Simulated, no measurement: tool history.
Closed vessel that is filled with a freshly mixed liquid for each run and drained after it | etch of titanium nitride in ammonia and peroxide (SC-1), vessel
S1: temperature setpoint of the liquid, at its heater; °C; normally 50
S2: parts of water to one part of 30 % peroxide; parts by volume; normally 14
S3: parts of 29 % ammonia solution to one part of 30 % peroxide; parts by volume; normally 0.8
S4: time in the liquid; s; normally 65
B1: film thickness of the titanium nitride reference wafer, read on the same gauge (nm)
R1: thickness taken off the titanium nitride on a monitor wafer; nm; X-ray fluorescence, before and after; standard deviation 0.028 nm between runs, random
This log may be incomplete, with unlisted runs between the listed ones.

{"run": 1, "day": 0.0, "S1": 50, "S2": 14, "S3": 0.8, "S4": 65, "B1": 120.035, "R1": 4.478}
{"run": 2, "day": 1.492, "S1": 50, "S2": 14, "S3": 0.8, "S4": 65, "B1": 120.007, "R1": 4.45}
{"run": 3, "day": 2.821, "S1": 50, "S2": 14, "S3": 0.8, "S4": 65, "B1": 120.02, "R1": 4.435}
{"run": 4, "day": 5.212, "S1": 50, "S2": 14, "S3": 0.8, "S4": 65, "B1": 120.005, "R1": 4.459}
{"run": 5, "day": 7.375, "S1": 50, "S2": 14, "S3": 0.8, "S4": 65, "B1": 119.995, "R1": 4.479}
{"run": 6, "day": 9.283, "S1": 50, "S2": 14, "S3": 0.8, "S4": 65, "B1": 119.986, "R1": 4.438}
{"run": 7, "day": 11.542, "S1": 50, "S2": 14, "S3": 0.8, "S4": 65, "B1": 119.978, "R1": 4.434}
{"run": 8, "day": 12.642, "S1": 50, "S2": 17, "S3": 0.8, "S4": 65, "B1": 119.996, "R1": 4.06}
{"run": 9, "day": 14.888, "S1": 50, "S2": 14, "S3": 0.8, "S4": 65, "B1": 119.971, "R1": 4.452}
{"run": 10, "day": 16.992, "S1": 50, "S2": 14, "S3": 0.8, "S4": 65, "B1": 119.984, "R1": 4.462}
{"run": 11, "day": 18.192, "S1": 50, "S2": 14, "S3": 0.8, "S4": 65, "B1": 120.002, "R1": 4.444}
{"run": 12, "day": 20.017, "S1": 50, "S2": 14, "S3": 0.8, "S4": 65, "B1": 120.001, "R1": 4.539}
{"run": 13, "day": 21.588, "S1": 50, "S2": 10.5, "S3": 0.8, "S4": 65, "B1": 119.962, "R1": 5.189}
{"run": 14, "day": 22.983, "S1": 50, "S2": 11.5, "S3": 0.8, "S4": 90, "B1": 120.004, "R1": 6.912}
{"run": 15, "day": 24.558, "S1": 46.5, "S2": 14, "S3": 0.8, "S4": 30, "B1": 119.965, "R1": 1.596}
{"run": 16, "day": 26.042, "S1": 50, "S2": 14, "S3": 0.65, "S4": 75, "B1": 120.003, "R1": 5.049}
{"run": 17, "day": 28.067, "S1": 50, "S2": 14, "S3": 0.8, "S4": 65, "B1": 120.001, "R1": 4.455}
{"run": 18, "day": 30.083, "S1": 50, "S2": 14, "S3": 0.8, "S4": 65, "B1": 120.001, "R1": 4.523}
{"run": 19, "day": 31.821, "S1": 45.5, "S2": 14, "S3": 0.6, "S4": 65, "B1": 119.995, "R1": 3.079}
{"run": 20, "day": 34.621, "S1": 46, "S2": 12, "S3": 0.8, "S4": 65, "B1": 119.981, "R1": 3.667}
{"run": 21, "day": 35.746, "S1": 50, "S2": 14, "S3": 1.05, "S4": 65, "B1": 120.009, "R1": 4.678}
{"run": 22, "day": 38.592, "S1": 44.5, "S2": 14, "S3": 0.8, "S4": 65, "B1": 120.022, "R1": 3.021}
{"run": 23, "day": 41.483, "S1": 50, "S2": 11.5, "S3": 0.8, "S4": 65, "B1": 120.031, "R1": 4.968}
{"run": 24, "day": 43.125, "S1": 54.5, "S2": 14, "S3": 0.8, "S4": 65, "B1": 120.008, "R1": 6.128}
{"run": 25, "day": 46.042, "S1": 53, "S2": 14, "S3": 0.55, "S4": 65, "B1": 119.981, "R1": 5.197}
{"run": 26, "day": 48.125, "S1": 50, "S2": 14, "S3": 1.15, "S4": 35, "B1": 120.032, "R1": 2.547}
{"run": 27, "day": 49.979, "S1": 50, "S2": 14, "S3": 0.8, "S4": 65, "B1": 120.016, "R1": 4.458}
{"run": 28, "day": 51.717, "S1": 50, "S2": 14, "S3": 0.8, "S4": 65, "B1": 120.003, "R1": 4.486}

Not shown here: 6 entries made in the log between runs. Locate each between two listed runs and compare the hidden state at the listed run before it with the hidden state at the listed run after it:
Logged between run 1 and run 2: new drum of ammonia solution connected (day 0.058)
  no hidden state differs between the two runs
Logged between run 5 and run 6: gauge calibrated (day 8.812)
  no hidden state differs between the two runs
Logged between run 6 and run 7: thermometer replaced (day 9.421)
  no hidden state differs between the two runs
Logged between run 12 and run 13: ammonia flow meter replaced (day 20.242)
  no hidden state differs between the two runs
Logged between run 17 and run 18: new drum of ammonia solution connected (day 28.792)
  no hidden state differs between the two runs
Logged between run 24 and run 25: gauge calibrated (day 44.854)
  no hidden state differs between the two runs
